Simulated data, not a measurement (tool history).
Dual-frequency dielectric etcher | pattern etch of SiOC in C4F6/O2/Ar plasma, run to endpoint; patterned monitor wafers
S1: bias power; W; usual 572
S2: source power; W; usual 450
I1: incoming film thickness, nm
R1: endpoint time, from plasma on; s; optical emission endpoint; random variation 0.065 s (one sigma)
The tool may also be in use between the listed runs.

run,hour,S1,S2,I1,R1
1,0,538,450,37.69,12.3
2,48.4,538,450,37.66,12.4
3,91.2,538,450,37.27,12.3
# hour 167.1: wet clean of the chamber
4,167.6,572,450,37.77,11.8
5,221.8,572,450,37.52,11.7
6,269.6,572,450,37.43,11.7
7,335.7,572,490,37.69,11.6
8,394.3,572,490,37.43,11.4
9,421.9,572,490,37.63,11.5
10,477.3,536,530,37.98,11.5
# hour 542.1: wet clean of the chamber
11,542.6,536,530,37.41,10.5
12,551.5,477,520,37.79,11.2
# hour 660.3: bias power generator calibrated
13,735.9,572,520,37.55,10.8
14,777.6,572,360,37.16,12.2
15,803,523,450,37.62,11.7
# hour 833.6: wet clean of the chamber, repeated, since the last time left the tool worse
16,856.8,609,350,37.74,12.8
# hour 926: source power generator calibrated
# hour 1018.7: upper electrode replaced
17,1021.5,679,550,37.21,10.4
18,1075,572,350,37.53,13.2
19,1118.3,572,450,37.32,11.9
20,1183.2,673,500,37.21,10.9
# hour 1209.1: wet clean of the chamber
21,1238.5,572,450,38.23,11.9
22,1292.4,572,450,37.67,11.7
23,1319.7,572,450,37.34,11.7

Forecast each of these 3 alternatives for the next run:
A,1320.1,627,450,37.82,?
B,1320.1,490,450,37.82,?
C,1320.1,511,450,37.82,?

run,R1
A,11.6
B,12.3
C,12.2
Without the tool's hidden state the same runs would have given:
run,R1
A,11.5
B,12.3
C,12.2
